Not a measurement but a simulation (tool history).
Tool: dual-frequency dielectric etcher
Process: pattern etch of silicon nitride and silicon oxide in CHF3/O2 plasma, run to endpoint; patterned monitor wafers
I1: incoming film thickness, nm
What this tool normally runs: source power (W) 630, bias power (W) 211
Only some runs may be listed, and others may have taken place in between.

{"run": 1, "hour": 0.0, "source power (W)": 630, "bias power (W)": 211, "I1": 164.8, "endpoint time (s)": 97.9}
{"run": 2, "hour": 16.6, "source power (W)": 630, "bias power (W)": 211, "I1": 166.0, "endpoint time (s)": 98.9}
{"run": 3, "hour": 31.3, "source power (W)": 630, "bias power (W)": 211, "I1": 164.8, "endpoint time (s)": 98.2}
{"run": 4, "hour": 46.3, "source power (W)": 630, "bias power (W)": 211, "I1": 165.8, "endpoint time (s)": 98.4}
{"run": 5, "hour": 60.8, "source power (W)": 680, "bias power (W)": 211, "I1": 166.3, "endpoint time (s)": 96.8}
{"run": 6, "hour": 99.0, "source power (W)": 680, "bias power (W)": 211, "I1": 165.5, "endpoint time (s)": 94.5}
{"run": 7, "hour": 99.4, "source power (W)": 680, "bias power (W)": 211, "I1": 166.6, "endpoint time (s)": 95.3}
{"run": 8, "hour": 107.0, "source power (W)": 630, "bias power (W)": 211, "I1": 165.1, "endpoint time (s)": 96.1}
{"run": 9, "hour": 117.8, "source power (W)": 630, "bias power (W)": 211, "I1": 163.9, "endpoint time (s)": 96.1}
{"run": 10, "hour": 147.6, "source power (W)": 690, "bias power (W)": 248, "I1": 165.6, "endpoint time (s)": 89.6}
{"run": 11, "hour": 147.9, "source power (W)": 630, "bias power (W)": 211, "I1": 164.3, "endpoint time (s)": 96.5}
{"run": 12, "hour": 156.1, "source power (W)": 630, "bias power (W)": 211, "I1": 165.1, "endpoint time (s)": 96.5}
{"run": 13, "hour": 162.9, "source power (W)": 700, "bias power (W)": 211, "I1": 164.3, "endpoint time (s)": 91.7}
{"run": 14, "hour": 173.0, "source power (W)": 790, "bias power (W)": 257, "I1": 165.9, "endpoint time (s)": 84.0}
{"run": 15, "hour": 181.5, "source power (W)": 690, "bias power (W)": 173, "I1": 166.4, "endpoint time (s)": 96.9}
{"run": 16, "hour": 188.7, "source power (W)": 630, "bias power (W)": 211, "I1": 166.5, "endpoint time (s)": 96.9}
{"run": 17, "hour": 199.7, "source power (W)": 510, "bias power (W)": 165, "I1": 165.2, "endpoint time (s)": 112.7}
{"run": 18, "hour": 217.2, "source power (W)": 770, "bias power (W)": 228, "I1": 164.7, "endpoint time (s)": 86.5}
{"run": 19, "hour": 229.8, "source power (W)": 490, "bias power (W)": 262, "I1": 166.4, "endpoint time (s)": 107.1}
{"run": 20, "hour": 246.8, "source power (W)": 630, "bias power (W)": 211, "I1": 165.8, "endpoint time (s)": 97.4}
{"run": 21, "hour": 263.1, "source power (W)": 760, "bias power (W)": 231, "I1": 164.8, "endpoint time (s)": 86.7}
{"run": 22, "hour": 307.3, "source power (W)": 740, "bias power (W)": 175, "I1": 166.2, "endpoint time (s)": 93.2}
{"run": 23, "hour": 323.5, "source power (W)": 630, "bias power (W)": 211, "I1": 165.9, "endpoint time (s)": 97.9}
{"run": 24, "hour": 341.2, "source power (W)": 540, "bias power (W)": 239, "I1": 165.3, "endpoint time (s)": 103.3}
{"run": 25, "hour": 351.0, "source power (W)": 480, "bias power (W)": 251, "I1": 165.4, "endpoint time (s)": 109.7}
{"run": 26, "hour": 362.3, "source power (W)": 710, "bias power (W)": 192, "I1": 165.4, "endpoint time (s)": 93.7}
{"run": 27, "hour": 372.8, "source power (W)": 760, "bias power (W)": 235, "I1": 165.1, "endpoint time (s)": 87.5}
{"run": 28, "hour": 385.1, "source power (W)": 790, "bias power (W)": 189, "I1": 166.7, "endpoint time (s)": 89.0}
{"run": 29, "hour": 398.1, "source power (W)": 630, "bias power (W)": 211, "I1": 165.0, "endpoint time (s)": 98.1}
{"run": 30, "hour": 410.4, "source power (W)": 630, "bias power (W)": 158, "I1": 166.0, "endpoint time (s)": 103.3}
{"run": 31, "hour": 417.2, "source power (W)": 570, "bias power (W)": 239, "I1": 166.2, "endpoint time (s)": 101.0}
{"run": 32, "hour": 429.8, "source power (W)": 780, "bias power (W)": 230, "I1": 166.0, "endpoint time (s)": 87.2}
{"run": 33, "hour": 443.3, "source power (W)": 700, "bias power (W)": 211, "I1": 166.3, "endpoint time (s)": 93.9}
{"run": 34, "hour": 457.1, "source power (W)": 630, "bias power (W)": 211, "I1": 165.4, "endpoint time (s)": 97.5}
{"run": 35, "hour": 470.8, "source power (W)": 570, "bias power (W)": 242, "I1": 165.6, "endpoint time (s)": 100.8}
{"run": 36, "hour": 484.0, "source power (W)": 540, "bias power (W)": 239, "I1": 166.5, "endpoint time (s)": 104.6}

Withheld: 4 entries from between the runs. Position of each, and hidden state at the listed run before versus the listed run after:
In the gap between runs 5 and 6: source power generator calibrated (hour 73.5); wet clean of the chamber (hour 98.5)
  etch rate over this chamber's usual, %: -1.99 -> -0.137
  the result without the hidden state subtracted from the measured one, endpoint time (s): +1.9 -> +0.1
In the gap between runs 9 and 10: upper electrode replaced, of another model than before (hour 147.1)
  etch rate over this chamber's usual, %: -0.224 -> -0.362
  the result without the hidden state subtracted from the measured one, endpoint time (s): +0.2 -> +0.3
In the gap between runs 17 and 18: bias power generator calibrated (hour 210.8)
  etch rate over this chamber's usual, %: -0.603 -> -0.684
  the result without the hidden state subtracted from the measured one, endpoint time (s): +0.7 -> +0.6
